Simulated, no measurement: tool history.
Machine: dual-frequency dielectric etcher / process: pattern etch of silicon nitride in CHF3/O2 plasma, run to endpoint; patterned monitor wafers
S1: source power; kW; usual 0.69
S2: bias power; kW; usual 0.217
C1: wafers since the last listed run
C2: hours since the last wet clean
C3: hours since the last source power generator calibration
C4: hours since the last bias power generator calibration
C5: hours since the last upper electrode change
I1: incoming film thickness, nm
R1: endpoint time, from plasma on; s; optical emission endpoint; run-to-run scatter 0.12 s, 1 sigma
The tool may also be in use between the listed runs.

run    hour    S1     S2    C1     C2      C3      C4      C5    I1    R1
  1       0  0.69  0.217     0  481.1  3921.9  1057.2  2128.3  61.4  33.4
       26.4  -- wet clean of the chamber
  2    67.1  0.69  0.217   650   40.7    3989  1124.3  2195.4  60.5  33.2
  3   131.1  0.69  0.217   965  104.7    4053  1188.3  2259.4  60.9  33.5
  4   237.7  0.69  0.217  1608  211.3  4159.6  1294.9    2366  61.1  33.5
  5   333.4  0.69  0.217  1444    307  4255.3  1390.6  2461.7  61.2  33.2
  6   411.6  0.69  0.217  1180  385.2  4333.5  1468.8  2539.9  61.1  33.2
      524.7  -- wet clean of the chamber
  7   525.2  0.57  0.217  1352    0.5  4447.1  1582.4  2653.5  60.9  36.1
  8   575.6  0.69  0.217   760   50.9  4497.5  1632.8  2703.9  60.6  33.3
  9   662.3  0.69  0.217  1308  137.6  4584.2  1719.5  2790.6  60.8  33.1
 10   708.4  0.69  0.217   695  183.7  4630.3  1765.6  2836.7  60.6  33.1
 11   768.5  0.69  0.217   907  243.8  4690.4  1825.7  2896.8  60.9  33.2
      784.2  -- source power generator calibrated
 12   862.3  0.69  0.259  1355  337.6    78.1  1919.5  2990.6  60.8  31.4
     1019.4  -- wet clean of the chamber
     1094.7  -- bias power generator calibrated
 13  1121.8  0.69  0.259  3493  102.4   337.6    27.1  3250.1  61.2  31.7
 14  1209.5  0.69  0.259  1323  190.1   425.3   114.8  3337.8  60.5  31.3
 15    1301  0.58  0.257  1380  281.6   516.8   206.3  3429.3  61.2  34.3
     1339.4  -- upper electrode replaced
 16  1374.3  0.77  0.176   744  354.9   590.1   279.6    34.9  60.8  33.7
       1496  -- wet clean of the chamber
 17  1496.5  0.53  0.232  1482    0.5   712.3   401.8   157.1  60.7  36.6
 18  1579.9  0.56  0.192  1258   83.9   795.7   485.2   240.5  60.7  37.9
 19  1678.6  0.69  0.217  1489  182.6   894.4   583.9   339.2  61.2  33.6
 20  1778.9  0.81  0.217  1513  282.9   994.7   684.2   439.5  60.7    31
 21    1848  0.69  0.217  1042    352  1063.8   753.3   508.6  60.6  33.1
     1958.5  -- wet clean of the chamber
 22    1959  0.53  0.232  1312    0.5  1174.8   864.3   619.6  60.9  36.7
 23  2035.6  0.69  0.239  1156   77.1  1251.4   940.9   696.2  60.5  32.2
 24  2086.1  0.69  0.194   762  127.6  1301.9   991.4   746.7  60.4  34.6
 25  2126.9  0.69  0.252   615  168.4  1342.7  1032.2   787.5  61.1  31.8
 26  2230.8  0.69  0.197  1568  272.3  1446.6  1136.1   891.4  60.7  34.3
 27  2268.5  0.69  0.194   568    310  1484.3  1173.8   929.1  60.9  34.3
 28  2321.7   0.6  0.246   802  363.2  1537.5    1227   982.3  60.3  33.3

Branching from run 28: 3 alternative next runs. What would each branch give?
  A  2322.1  0.69  0.199   6  363.6  1537.9  1227.4  982.7  61.2   ?
  B  2322.1  0.83  0.194   6  363.6  1537.9  1227.4  982.7  61.2   ?
  C  2322.1  0.82  0.174   6  363.6  1537.9  1227.4  982.7  61.2   ?

run    R1
  A  34.2
  B    32
  C  33.2
Without the tool's unlogged condition, the same runs would have read:
run    R1
  A  34.6
  B  32.3
  C  33.6
